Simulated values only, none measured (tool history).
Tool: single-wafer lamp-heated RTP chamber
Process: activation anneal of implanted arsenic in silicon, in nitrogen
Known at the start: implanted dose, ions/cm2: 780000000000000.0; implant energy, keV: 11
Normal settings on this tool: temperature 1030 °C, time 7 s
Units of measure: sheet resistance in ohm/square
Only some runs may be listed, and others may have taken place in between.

| run | hour | temperature | time | read-back reference wafer on the same gauge, sheet resistance | sheet resistance |
|---|---|---|---|---|---|
| 1 | 0 | 1030 | 7 | 151.27 | 179.84 |
|  | 0.6 | pyrometer window cleaned and pyrometer calibrated |
| 2 | 16.8 | 1030 | 7 | 150.98 | 180.93 |
| 3 | 25.2 | 1030 | 7 | 150.8 | 180.01 |
| 4 | 41.6 | 1030 | 7 | 151.26 | 178.85 |
| 5 | 48.6 | 1030 | 7 | 151.08 | 180.17 |
| 6 | 59 | 1030 | 7 | 151.15 | 179.74 |
| 7 | 65.2 | 1030 | 7 | 151.01 | 179.35 |
| 8 | 83.1 | 1030 | 7 | 151.07 | 178.56 |
| 9 | 93.1 | 1030 | 7 | 150.97 | 179.65 |
| 10 | 100 | 1006 | 7 | 150.8 | 188.36 |
| 11 | 109.8 | 1030 | 7 | 151.14 | 179.47 |
|  | 127.8 | reflector plate cleaned |
| 12 | 128.3 | 1030 | 7 | 151.05 | 180.84 |
| 13 | 129.5 | 1030 | 7 | 150.7 | 180.3 |
| 14 | 143.7 | 1030 | 7 | 151.05 | 178.71 |
| 15 | 153.2 | 1030 | 7 | 150.88 | 180.07 |
| 16 | 167.2 | 1030 | 11 | 150.98 | 173.35 |
| 17 | 179.7 | 1030 | 7 | 150.94 | 179.7 |
| 18 | 189.2 | 1006 | 3 | 150.99 | 201.72 |
| 19 | 203.4 | 1030 | 7 | 151.01 | 178.22 |
| 20 | 221.3 | 1002 | 6 | 151.14 | 194.41 |
|  | 234.9 | pyrometer window cleaned and pyrometer calibrated |
| 21 | 235.4 | 1030 | 3 | 151.01 | 194.35 |
| 22 | 235.7 | 1030 | 7 | 151.09 | 180.15 |
| 23 | 245.7 | 1030 | 7 | 150.86 | 179.02 |
| 24 | 254.1 | 1021 | 10 | 151.09 | 178.06 |
|  | 259.7 | gauge calibrated |
| 25 | 265.8 | 1049 | 7 | 150.99 | 171.07 |
| 26 | 280.5 | 1040 | 5 | 150.86 | 181.46 |
| 27 | 334 | 1030 | 7 | 151.12 | 176.93 |
| 28 | 350.8 | 1020 | 10 | 151.24 | 175.99 |
| 29 | 357.7 | 1006 | 6 | 150.95 | 191.58 |
| 30 | 370.6 | 1030 | 6 | 150.93 | 181.14 |

What the log doesn't show, run by run:
true wafer temperature minus pyrometer reading, K: 0 across all the runs
gauge reads high (%): 0 across all the runs
H1: wafer temperature error from the tarnished reflector plate, K
| run | H1 |
|---|---|
| 1 | 4.19 |
| 2 | 4.57 |
| 3 | 4.76 |
| 4 | 5.14 |
| 5 | 5.29 |
| 6 | 5.53 |
| 7 | 5.67 |
| 8 | 6.08 |
| 9 | 6.3 |
| 10 | 6.46 |
| 11 | 6.68 |
| 12 | 2.02 |
| 13 | 2.05 |
| 14 | 2.37 |
| 15 | 2.59 |
| 16 | 2.9 |
| 17 | 3.19 |
| 18 | 3.4 |
| 19 | 3.72 |
| 20 | 4.13 |
| 21 | 4.45 |
| 22 | 4.46 |
| 23 | 4.68 |
| 24 | 4.88 |
| 25 | 5.14 |
| 26 | 5.47 |
| 27 | 6.69 |
| 28 | 7.07 |
| 29 | 7.23 |
| 30 | 7.52 |

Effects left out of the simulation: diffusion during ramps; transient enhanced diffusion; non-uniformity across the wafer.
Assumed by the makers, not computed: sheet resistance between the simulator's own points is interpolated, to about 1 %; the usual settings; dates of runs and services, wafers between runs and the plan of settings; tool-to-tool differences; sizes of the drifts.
